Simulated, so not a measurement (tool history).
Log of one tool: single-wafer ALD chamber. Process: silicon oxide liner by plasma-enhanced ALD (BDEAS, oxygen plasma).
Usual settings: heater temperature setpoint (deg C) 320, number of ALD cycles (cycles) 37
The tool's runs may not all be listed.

run	hour	heater temperature setpoint (deg C)	number of ALD cycles (cycles)	wafers since the last listed run	hours since the last thermocouple change	hours since the gauge calibration	read-back reference wafer on the same gauge, thickness_nm	mean film thickness on the monitor wafer (angstrom)
1	0	320	37	0	2306.8	88.1	3.221	31.06
2	8	320	37	64	2314.8	96.1	3.221	31.04
3	20.2	320	37	98	2327	108.3	3.218	31
4	37.7	320	37	141	2344.5	125.8	3.219	31.03
5	48.7	320	37	88	2355.5	136.8	3.221	30.98
6	99.2	320	37	407	2406	187.3	3.213	30.88
7	114.7	320	37	125	2421.5	202.8	3.212	31.05
8	122	320	37	58	2428.8	210.1	3.208	30.78
9	140.1	329	37	146	2446.9	228.2	3.208	30.42
10	151.2	329	37	89	2458	239.3	3.206	30.37
11	160.2	329	37	72	2467	248.3	3.206	30.35
12	169.6	320	37	75	2476.4	257.7	3.203	30.84
13	179.9	320	41	83	2486.7	268	3.203	34.08
14	192.9	320	41	104	2499.7	281	3.199	34.23
15	198.9	320	37	48	2505.7	287	3.197	30.71
16	212.4	320	37	108	2519.2	300.5	3.197	30.88
17	224.4	320	37	96	2531.2	312.5	3.197	30.8
18	241.2	320	37	135	2548	329.3	3.193	30.7
19	249.2	320	37	64	2556	337.3	3.189	30.76
20	255.3	315	33	49	2562.1	343.4	3.187	27.65
21	266.9	331	42	93	2573.7	355	3.187	34.2
22	277.7	320	30	87	2584.5	365.8	3.18	24.92
23	289.8	328	30	97	2596.6	377.9	3.182	24.5
24	297.5	320	37	62	2604.3	385.6	3.179	30.59
# hour 311.1: thermocouple changed; heater temperature recalibrated
25	317.3	329	35	95	6.2	405.4	3.176	28.5
26	327	320	37	78	15.9	415.1	3.169	30.48
27	333.8	329	44	54	22.7	421.9	3.171	35.62
# hour 339.9: gauge calibrated
28	350.2	320	34	132	39.1	10.3	3.218	28.44
29	363.2	309	34	104	52.1	23.3	3.215	28.98
30	380	310	37	135	68.9	40.1	3.216	31.5
31	394.8	326	35	119	83.7	54.9	3.213	28.91
32	406.1	325	31	91	95	66.2	3.213	25.69
33	413.5	326	33	59	102.4	73.6	3.214	27.46
34	439.4	320	37	209	128.3	99.5	3.215	30.91
35	449.6	320	37	82	138.5	109.7	3.214	30.9
36	463.5	320	37	112	152.4	123.6	3.211	30.71
37	473.1	307	43	77	162	133.2	3.209	36.5
38	490.2	320	43	138	179.1	150.3	3.209	35.92

Hidden state or all else? Some run-to-run changes of mean film thickness on the monitor wafer (angstrom), split into what the settings, what came in and random variation would give without the hidden state, and what is left for the hidden state (with any gauge scatter that isn't in both results):
The hidden state here: wafer temperature above the value expected at the setpoint (K); gauge reads high (%).
Run 20 -> 21: heater temperature setpoint (deg C) 315 -> 331, number of ALD cycles (cycles) 33 -> 42. mean film thickness on the monitor wafer (angstrom) +6.55: hidden state -0.1, all else +6.65.
Run 21 -> 22: heater temperature setpoint (deg C) 331 -> 320, number of ALD cycles (cycles) 42 -> 30. mean film thickness on the monitor wafer (angstrom) -9.28: hidden state +0.09, all else -9.37.
Run 27 -> 28: heater temperature setpoint (deg C) 329 -> 320, number of ALD cycles (cycles) 44 -> 34, gauge calibrated. mean film thickness on the monitor wafer (angstrom) -7.18: hidden state +0.51, all else -7.69.
